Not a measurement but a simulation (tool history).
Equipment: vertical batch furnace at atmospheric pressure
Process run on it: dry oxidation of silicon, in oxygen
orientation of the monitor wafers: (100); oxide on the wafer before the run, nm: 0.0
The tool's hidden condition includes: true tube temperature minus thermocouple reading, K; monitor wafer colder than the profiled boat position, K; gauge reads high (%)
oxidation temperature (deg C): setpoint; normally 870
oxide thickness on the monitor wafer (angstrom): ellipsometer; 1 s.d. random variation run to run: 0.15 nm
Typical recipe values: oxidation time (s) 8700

run,day,oxidation temperature (deg C),oxidation time (s),wafers since the last listed run,hours since the last temperature calibration,hours since the boat lift was adjusted,hours since the gauge calibration,"read-back reference wafer on the same gauge, thickness",oxide thickness on the monitor wafer (angstrom)
1,0.000,890,8700,0,1177.8,2823.0,54.4,27.93,347.2
2,0.958,870,8700,140,1200.8,2846.0,77.4,28.05,282.6
3,1.608,870,8700,95,1216.4,2861.6,93.0,28.04,280.8
4,2.654,870,8700,153,1241.5,2886.7,118.1,28.03,278.2
5,3.288,888,8700,92,1256.7,2901.9,133.3,27.98,338.2
6,4.238,888,8700,139,1279.5,2924.7,156.1,27.99,336.4
7,4.838,870,11880,87,1293.9,2939.1,170.5,28.04,345.4
8,5.971,870,11880,166,1321.1,2966.3,197.7,28.04,343.9
9,6.925,870,8700,139,1344.0,2989.2,220.6,27.95,281.9
10,7.708,870,8700,114,1362.8,3008.0,239.4,27.93,282.9
11,8.125,870,8700,61,1372.8,3018.0,249.4,28.08,280.1
12,8.629,870,8700,73,1384.9,3030.1,261.5,27.98,280.2
13,9.308,870,8700,99,1401.2,3046.4,277.8,28.02,280.5
14,10.238,849,8700,136,1423.5,3068.7,300.1,28.04,221.4
15,10.750,870,10230,75,1435.8,3081.0,312.4,28.04,312.2
16,11.775,888,7140,150,1460.4,3105.6,337.0,28.03,296.6
17,12.850,883,11460,157,1486.2,3131.4,362.8,28.00,386.6
# day 12.875: gauge calibrated
18,13.412,870,8700,82,1499.7,3144.9,12.9,28.05,278.2
19,14.538,862,8700,164,1526.7,3171.9,39.9,28.09,255.9
# day 15.688: thermocouples replaced and temperature profile calibrated
# day 15.912: boat lift adjusted
20,15.933,846,5850,24,5.9,0.5,73.4,28.00,165.2
21,16.642,870,8700,103,22.9,17.5,90.4,28.04,279.3
22,17.479,894,8700,122,43.0,37.6,110.5,28.01,363.7
23,18.471,863,7140,145,66.8,61.4,134.3,28.00,227.7
24,18.888,846,8700,61,76.8,71.4,144.3,27.96,215.3
25,19.762,870,4440,128,97.8,92.4,165.3,28.00,178.2
26,20.162,851,10380,58,107.4,102.0,174.9,28.00,256.1

Consider 4 possible next runs. They are alternatives, not a sequence: every one starts from the tool as it was left by run 26. What does each give?
A,20.438,895,8700,40,114.0,108.6,181.5,?,?
B,20.438,886,5190,40,114.0,108.6,181.5,?,?
C,20.438,853,5460,40,114.0,108.6,181.5,?,?
D,20.438,860,11190,40,114.0,108.6,181.5,?,?

run,"read-back reference wafer on the same gauge, thickness",oxide thickness on the monitor wafer (angstrom)
A,27.97,362.5
B,27.97,234.2
C,27.97,168.9
D,27.97,294.3
Without the tool's unlogged condition, the same runs would have read:
run,oxide thickness on the monitor wafer (angstrom)
A,362.5
B,234.2
C,168.9
D,294.3
